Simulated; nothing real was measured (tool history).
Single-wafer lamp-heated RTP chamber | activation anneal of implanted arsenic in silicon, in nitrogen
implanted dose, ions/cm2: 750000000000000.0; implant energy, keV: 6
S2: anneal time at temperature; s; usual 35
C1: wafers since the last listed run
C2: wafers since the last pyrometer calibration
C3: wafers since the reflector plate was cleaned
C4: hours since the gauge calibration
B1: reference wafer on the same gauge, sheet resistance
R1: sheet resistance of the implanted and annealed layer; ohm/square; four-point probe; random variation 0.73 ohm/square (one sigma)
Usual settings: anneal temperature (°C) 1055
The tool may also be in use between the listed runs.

run 1 day=0 | anneal_temperature_(°C)=1032 S2=35 | C1=0 C2=2598 C3=1245 C4=894.2 | B1=165.88 | R1=157.5
run 2 day=3.267 | anneal_temperature_(°C)=1032 S2=35 | C1=1271 C2=3869 C3=2516 C4=972.6 | B1=166.04 | R1=156.31
-- day=6.662 pyrometer window cleaned and pyrometer calibrated
run 3 day=7.142 | anneal_temperature_(°C)=1032 S2=35 | C1=1378 C2=186 C3=3895 C4=1065.6 | B1=166.13 | R1=157.67
run 4 day=8.771 | anneal_temperature_(°C)=1055 S2=43 | C1=633 C2=820 C3=4529 C4=1104.7 | B1=166.05 | R1=146.63
-- day=9.4 gauge calibrated
run 5 day=12.808 | anneal_temperature_(°C)=1055 S2=35 | C1=1571 C2=2391 C3=6100 C4=81.8 | B1=165.94 | R1=148.68
run 6 day=15.608 | anneal_temperature_(°C)=1055 S2=35 | C1=1089 C2=3481 C3=7190 C4=149 | B1=166.01 | R1=148.77
run 7 day=18.475 | anneal_temperature_(°C)=1055 S2=35 | C1=1115 C2=4597 C3=8305 C4=217.8 | B1=165.97 | R1=149.17
-- day=21.471 pyrometer window cleaned and pyrometer calibrated
run 8 day=22.196 | anneal_temperature_(°C)=1040 S2=27 | C1=1318 C2=282 C3=9623 C4=307.1 | B1=165.92 | R1=156.82
run 9 day=24.612 | anneal_temperature_(°C)=1040 S2=27 | C1=940 C2=1222 C3=10564 C4=365.1 | B1=166.16 | R1=157.54
-- day=27.354 reflector plate cleaned
-- day=33.262 pyrometer window cleaned and pyrometer calibrated
run 10 day=36.104 | anneal_temperature_(°C)=1040 S2=27 | C1=4212 C2=1105 C3=3276 C4=640.9 | B1=165.91 | R1=155.57
run 11 day=40.588 | anneal_temperature_(°C)=1030 S2=27 | C1=1744 C2=2850 C3=5020 C4=748.5 | B1=165.92 | R1=158.29
-- day=42.071 reflector plate cleaned, repeated, since the last time left the tool worse
run 12 day=44.067 | anneal_temperature_(°C)=1055 S2=43 | C1=1224 C2=4074 C3=777 C4=832 | B1=165.96 | R1=146.4
-- day=46.25 pyrometer window cleaned and pyrometer calibrated
run 13 day=46.271 | anneal_temperature_(°C)=1033 S2=51 | C1=728 C2=8 C3=1505 C4=884.9 | B1=166.04 | R1=151.67
run 14 day=49.217 | anneal_temperature_(°C)=1080 S2=55 | C1=1146 C2=1155 C3=2651 C4=955.6 | B1=165.91 | R1=136.92
-- day=50.717 gauge calibrated
run 15 day=52.75 | anneal_temperature_(°C)=1055 S2=43 | C1=1375 C2=2530 C3=4026 C4=48.8 | B1=165.95 | R1=146.76
run 16 day=55.346 | anneal_temperature_(°C)=1032 S2=35 | C1=1010 C2=3540 C3=5036 C4=111.1 | B1=165.9 | R1=156.2
run 17 day=57.454 | anneal_temperature_(°C)=1074 S2=35 | C1=820 C2=4360 C3=5857 C4=161.7 | B1=166.06 | R1=142.88

Forecast run 18:
-- day=61.429 pyrometer window cleaned and pyrometer calibrated
run 18 day=61.892 | anneal_temperature_(°C)=1079 S2=27 | C1=1597 C2=180 C3=7454 C4=268.2 | B1=? | R1=?

{"run 18": {"B1": 166.22, "R1": 143.53}}
Without the tool's hidden state the same run would have given R1 144.6 ohm/square.

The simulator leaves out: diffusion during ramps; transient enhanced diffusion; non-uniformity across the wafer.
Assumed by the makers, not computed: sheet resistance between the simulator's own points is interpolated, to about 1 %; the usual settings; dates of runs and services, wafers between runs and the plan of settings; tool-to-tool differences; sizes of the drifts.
